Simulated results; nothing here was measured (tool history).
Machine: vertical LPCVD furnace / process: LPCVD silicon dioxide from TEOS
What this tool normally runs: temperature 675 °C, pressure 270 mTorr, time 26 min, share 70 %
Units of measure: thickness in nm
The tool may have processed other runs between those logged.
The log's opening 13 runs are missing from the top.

run,day,temperature,pressure,time,share,"read-back reference wafer on the same gauge, thickness",thickness
14,35.804,675,270,26,70,95.13,97.18
15,44.108,664,290,26,75,95.17,79.72
16,47.712,675,270,26,70,95.1,96.86
17,50.929,664,270,26,70,94.94,73.85
# day 52.521: gauge calibrated
# day 52.954: thermocouples replaced and temperature profile calibrated
18,54.121,675,270,26,70,95.12,94.1
19,57.642,668,270,33.5,70,95.09,103.16
20,61.696,675,270,29.5,70,95.19,107.49
21,63.579,670,270,34.5,70,95.14,111.69
22,65.579,675,270,19.5,70,95.06,71.16
23,68.283,678,270,26,76,95.13,106.71
24,69.883,686,210,26,59,94.98,100.23
25,71.721,675,290,33,70,95.03,125.18
26,73.775,675,230,26,78,95.26,92.47

What does the tool deliver on the next run?
27,77.096,665,290,26,70,?,?

{"run 27": {"read-back reference wafer on the same gauge, thickness": 95.02, "thickness": 76.76}}
Without the tool's hidden state the same run would have given thickness 76.14 nm.

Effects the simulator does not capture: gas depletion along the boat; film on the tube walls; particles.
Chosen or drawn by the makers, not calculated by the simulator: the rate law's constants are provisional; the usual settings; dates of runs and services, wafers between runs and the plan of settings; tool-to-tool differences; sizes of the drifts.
